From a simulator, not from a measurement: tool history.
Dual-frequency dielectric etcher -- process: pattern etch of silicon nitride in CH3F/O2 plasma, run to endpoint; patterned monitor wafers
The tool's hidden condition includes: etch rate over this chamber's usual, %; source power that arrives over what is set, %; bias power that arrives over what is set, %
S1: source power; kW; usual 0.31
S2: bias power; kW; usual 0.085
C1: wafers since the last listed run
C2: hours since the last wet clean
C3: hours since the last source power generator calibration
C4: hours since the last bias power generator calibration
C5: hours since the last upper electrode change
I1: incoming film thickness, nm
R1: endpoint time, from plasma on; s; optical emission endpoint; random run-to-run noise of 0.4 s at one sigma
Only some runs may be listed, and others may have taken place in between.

run   hour    S1     S2   C1     C2      C3      C4      C5     I1     R1
  1      0  0.31  0.085    0  460.7  2114.6  4816.7  4733.4    103  126.3
  2    6.1  0.31  0.085   33  466.8  2120.7  4822.8  4739.5  103.5    128
  3   17.1  0.31  0.085   60  477.8  2131.7  4833.8  4750.5  105.3  129.9
  4   30.7  0.31  0.085   74  491.4  2145.3  4847.4  4764.1    104  128.2
  5   36.8  0.31  0.085   33  497.5  2151.4  4853.5  4770.2  104.2  128.1
  6   45.8  0.31  0.085   49  506.5  2160.4  4862.5  4779.2  103.4  127.1
  7   54.8  0.31  0.085   49  515.5  2169.4  4871.5  4788.2  104.1  127.8
  8   66.7  0.28  0.085   65  527.4  2181.3  4883.4  4800.1    103    131
  9   80.1  0.28  0.085   73  540.8  2194.7  4896.8  4813.5  103.9  131.4
 10   92.3  0.27   0.07   67    553  2206.9    4909  4825.7  103.4  143.7
 11  109.7  0.31  0.085   95  570.4  2224.3  4926.4  4843.1  103.8  127.6
 12  125.6  0.31  0.085   87  586.3  2240.2  4942.3    4859  103.8  127.3
     165.3  -- wet clean of the chamber
 13  165.8  0.31  0.085   89    0.5  2280.4  4982.5  4899.2    104  133.3
 14  166.1  0.31  0.085    1    0.8  2280.7  4982.8  4899.5  104.5  134.4
 15  175.8  0.31  0.085   53   10.5  2290.4  4992.5  4909.2  104.6  134.4
 16  213.6  0.31  0.085  207   48.3  2328.2  5030.3    4947  103.8  133.7
     229.3  -- source power generator calibrated
     251.8  -- upper electrode replaced
     273.4  -- wet clean of the chamber, repeated, since the last time left the tool worse
 17  273.9  0.27  0.085   67    0.5    44.6  5090.6    22.1  103.9  134.8
 18  274.2  0.24  0.093    1    0.8    44.9  5090.9    22.4  103.4  132.6
 19  274.6  0.31  0.085    2    1.2    45.3  5091.3    22.8  103.8    130
 20    275  0.26  0.092    2    1.6    45.7  5091.7    23.2  103.3  131.5
 21  280.7  0.34  0.073   31    7.3    51.4  5097.4    28.9  103.4  134.2
 22  290.9  0.27  0.076   56   17.5    61.6  5107.6    39.1  102.8  139.8
 23  298.4  0.31  0.085   41     25    69.1  5115.1    46.6  103.9  129.7
 24  304.7  0.31  0.085   34   31.3    75.4  5121.4    52.9  104.1  129.4
 25    322  0.31  0.073   95   48.6    92.7  5138.7    70.2  102.4  135.1
     333.9  -- bias power generator calibrated
 26  334.4  0.27  0.093   46     61   105.1     0.5    82.6  103.3    129
 27  350.7  0.31  0.091   89   77.3   121.4    16.8    98.9  104.2  125.2
 28  356.9  0.36  0.085   34   83.5   127.6      23   105.1  103.9  123.2
 29  367.5  0.38  0.071   58   94.1   138.2    33.6   115.7  104.5  131.4
 30  381.7  0.31  0.094   78  108.3   152.4    47.8   129.9  103.3  122.7
 31  394.7  0.26  0.103   71  121.3   165.4    60.8   142.9  103.5  123.9
 32    406  0.34  0.073   62  132.6   176.7    72.1   154.2  104.1  133.4

Predict the results of run 33:
 33  416.2  0.36  0.096  56  142.8  186.9  82.3  164.4  104.4   ?

Run 33 measured R1 118.5 s.
If the tool had no hidden condition, the same run with the same run-to-run variation would have returned R1 119 s.
